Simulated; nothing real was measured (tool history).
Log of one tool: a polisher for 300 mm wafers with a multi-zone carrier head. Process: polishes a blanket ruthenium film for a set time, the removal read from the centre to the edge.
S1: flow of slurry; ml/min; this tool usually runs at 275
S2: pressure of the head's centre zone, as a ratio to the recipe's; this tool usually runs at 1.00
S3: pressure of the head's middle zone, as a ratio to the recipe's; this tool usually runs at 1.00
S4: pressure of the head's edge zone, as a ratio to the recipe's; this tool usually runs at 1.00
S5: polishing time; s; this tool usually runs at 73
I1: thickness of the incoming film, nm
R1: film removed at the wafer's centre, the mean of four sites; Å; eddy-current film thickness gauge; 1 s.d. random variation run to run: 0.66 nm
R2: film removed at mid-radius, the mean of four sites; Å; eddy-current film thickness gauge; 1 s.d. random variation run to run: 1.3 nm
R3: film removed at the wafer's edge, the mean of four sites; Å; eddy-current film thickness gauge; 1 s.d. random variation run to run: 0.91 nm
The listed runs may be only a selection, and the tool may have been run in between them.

run 1 hour=0.0 | S1=275 S2=1.10 S3=1.00 S4=1.00 S5=73 | I1=244.6 | R1=992 R2=974 R3=979
run 2 hour=32.9 | S1=275 S2=1.03 S3=1.09 S4=1.00 S5=73 | I1=240.3 | R1=944 R2=1004 R3=977
run 3 hour=66.9 | S1=225 S2=0.94 S3=1.00 S4=1.00 S5=73 | I1=240.9 | R1=847 R2=920 R3=968
run 4 hour=102.9 | S1=275 S2=0.90 S3=1.03 S4=0.93 S5=73 | I1=240.4 | R1=838 R2=946 R3=984
-- hour=121.3 worn pad replaced by a new one
run 5 hour=131.8 | S1=325 S2=0.93 S3=0.95 S4=0.95 S5=73 | I1=241.8 | R1=882 R2=944 R3=990
run 6 hour=180.9 | S1=320 S2=0.96 S3=1.00 S4=1.06 S5=73 | I1=239.0 | R1=905 R2=976 R3=997
run 7 hour=229.1 | S1=355 S2=0.88 S3=1.04 S4=1.00 S5=73 | I1=242.1 | R1=843 R2=1014 R3=1011
-- hour=278.9 edge zone pressure recalibrated
run 8 hour=290.3 | S1=275 S2=1.00 S3=1.00 S4=1.00 S5=73 | I1=242.8 | R1=915 R2=964 R3=983
run 9 hour=345.7 | S1=275 S2=0.94 S3=1.00 S4=1.00 S5=73 | I1=238.5 | R1=865 R2=973 R3=977
run 10 hour=371.9 | S1=275 S2=1.00 S3=1.00 S4=1.00 S5=83 | I1=240.1 | R1=1039 R2=1073 R3=1112
run 11 hour=401.6 | S1=275 S2=1.00 S3=1.00 S4=1.00 S5=73 | I1=242.1 | R1=908 R2=973 R3=986
run 12 hour=465.0 | S1=275 S2=1.00 S3=0.93 S4=1.00 S5=49 | I1=241.0 | R1=610 R2=626 R3=659
-- hour=509.1 worn pad replaced by a new one
run 13 hour=514.0 | S1=275 S2=1.00 S3=1.00 S4=1.00 S5=73 | I1=241.0 | R1=919 R2=955 R3=971
run 14 hour=568.6 | S1=325 S2=1.06 S3=1.00 S4=1.00 S5=51 | I1=240.2 | R1=674 R2=687 R3=696
-- hour=580.2 slurry nozzle cleaned
run 15 hour=595.6 | S1=250 S2=1.00 S3=1.00 S4=1.03 S5=73 | I1=239.9 | R1=908 R2=945 R3=987
run 16 hour=628.7 | S1=275 S2=1.00 S3=0.96 S4=1.00 S5=73 | I1=239.9 | R1=914 R2=960 R3=981
-- hour=753.9 centre zone pressure recalibrated
run 17 hour=806.3 | S1=275 S2=1.00 S3=0.93 S4=1.00 S5=97 | I1=238.7 | R1=1269 R2=1240 R3=1324
run 18 hour=871.6 | S1=325 S2=1.00 S3=1.00 S4=1.00 S5=95 | I1=236.8 | R1=1264 R2=1280 R3=1303
run 19 hour=900.1 | S1=370 S2=1.00 S3=1.00 S4=1.00 S5=73 | I1=240.3 | R1=983 R2=1003 R3=989
-- hour=911.3 worn pad replaced by a new one
run 20 hour=925.7 | S1=275 S2=1.00 S3=1.00 S4=1.00 S5=73 | I1=243.4 | R1=939 R2=950 R3=977
run 21 hour=964.8 | S1=275 S2=1.04 S3=1.00 S4=1.00 S5=58 | I1=235.5 | R1=769 R2=766 R3=780
run 22 hour=1029.0 | S1=230 S2=1.09 S3=0.95 S4=1.00 S5=61 | I1=237.8 | R1=827 R2=765 R3=808
run 23 hour=1054.8 | S1=235 S2=1.11 S3=1.06 S4=0.91 S5=73 | I1=238.7 | R1=1006 R2=972 R3=939

Here are 3 independent what-if runs from the current tool condition. What would each one return?
run A hour=1055.2 | S1=275 S2=1.00 S3=1.00 S4=1.00 S5=90 | I1=242.0 | R1=? R2=? R3=?
run B hour=1055.2 | S1=245 S2=1.00 S3=1.00 S4=0.89 S5=73 | I1=242.0 | R1=? R2=? R3=?
run C hour=1055.2 | S1=200 S2=1.08 S3=1.00 S4=1.00 S5=54 | I1=242.0 | R1=? R2=? R3=?

run=A R1=1143 R2=1168 R3=1218
run=B R1=912 R2=934 R3=942
run=C R1=699 R2=670 R3=707
Without the tool's hidden state the same runs would have given:
run=A R1=1193 R2=1167 R3=1218
run=B R1=953 R2=934 R3=942
run=C R1=730 R2=670 R3=707

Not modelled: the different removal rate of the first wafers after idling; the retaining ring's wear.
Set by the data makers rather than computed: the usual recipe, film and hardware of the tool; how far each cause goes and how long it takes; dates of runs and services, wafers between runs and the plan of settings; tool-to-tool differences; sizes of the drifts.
